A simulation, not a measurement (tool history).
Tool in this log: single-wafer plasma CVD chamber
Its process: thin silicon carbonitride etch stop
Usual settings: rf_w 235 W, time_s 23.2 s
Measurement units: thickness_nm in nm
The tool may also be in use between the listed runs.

run,day,rf_w,time_s,wafers since the last listed run,hours since the last thermocouple change,hours since the last RF generator calibration,hours since the showerhead was replaced,hours since the gauge calibration,"read-back reference wafer on the same gauge, thickness_nm",thickness_nm
1,0.000,235,23.2,0,1887.4,800.6,4914.7,1016.6,16.319,13.995
2,2.054,235,23.2,1532,1936.7,849.9,4964.0,1065.9,16.314,13.834
3,6.100,200,23.2,3018,2033.8,947.0,5061.1,1163.0,16.280,13.291
4,10.429,235,23.2,3229,2137.7,1050.9,5165.0,1266.9,16.304,13.844
# day 13.783: RF generator calibrated
5,14.367,235,26.5,2688,2232.2,14.0,5259.5,1361.4,16.320,16.057
6,18.350,235,23.2,2971,2327.8,109.6,5355.1,1457.0,16.297,14.026
7,20.475,235,23.2,1585,2378.8,160.6,5406.1,1508.0,16.283,14.064
8,24.246,235,23.2,2813,2469.3,251.1,5496.6,1598.5,16.319,13.940
# day 34.129: showerhead replaced
9,34.338,235,23.2,7280,2711.5,493.3,5.0,1840.7,16.329,14.067
# day 35.429: thermocouple changed; heater temperature recalibrated
10,37.383,235,23.2,2023,46.9,566.4,78.1,1913.8,16.299,13.934
11,41.442,235,20.3,3027,144.3,663.8,175.5,2011.2,16.319,12.255
12,42.950,235,20.3,1125,180.5,700.0,211.7,2047.4,16.319,12.184
13,46.533,235,20.3,2673,266.5,786.0,297.7,2133.4,16.291,12.250
14,49.008,235,23.2,1846,325.9,845.4,357.1,2192.8,16.305,13.889
15,51.621,260,19.4,1949,388.6,908.1,419.8,2255.5,16.310,11.875
16,53.458,270,27.2,1370,432.7,952.2,463.9,2299.6,16.280,16.966
17,57.888,270,21.8,3304,539.0,1058.5,570.2,2405.9,16.312,13.380
# day 58.250: gauge calibrated
18,60.900,245,19.6,2247,611.3,1130.8,642.5,63.6,16.295,11.803
19,62.529,260,27.4,1215,650.4,1169.9,681.6,102.7,16.288,16.676
# day 67.162: RF generator calibrated
20,68.454,195,23.2,4171,792.6,31.0,823.8,244.9,16.318,13.561
21,71.775,235,23.2,2477,872.3,110.7,903.5,324.6,16.294,14.114
22,73.579,235,23.2,1346,915.6,154.0,946.8,367.9,16.295,14.026
23,76.558,235,26.7,2222,987.1,225.5,1018.3,439.4,16.283,16.243
24,80.808,250,20.1,3170,1089.1,327.5,1120.3,541.4,16.287,12.378
25,84.979,235,23.2,3111,1189.2,427.6,1220.4,641.5,16.300,14.067
26,87.662,250,23.2,2001,1253.6,492.0,1284.8,705.9,16.322,14.323

Measured minus without-hidden-state, run by run (identical run-to-run variation in each term; gauge scatter may differ):
Hidden conditions of the tool in this case: wafer temperature above the value expected at the setpoint (K); delivered RF power above the setpoint (%); gauge reads high (%).
run,thickness_nm
1,-0.224
2,-0.232
3,-0.243
4,-0.275
5,-0.044
6,-0.059
7,-0.069
8,-0.087
9,-0.139
10,-0.153
11,-0.153
12,-0.159
13,-0.176
14,-0.212
15,-0.193
16,-0.287
17,-0.249
18,-0.233
19,-0.339
20,-0.008
21,-0.025
22,-0.032
23,-0.055
24,-0.061
25,-0.090
26,-0.105
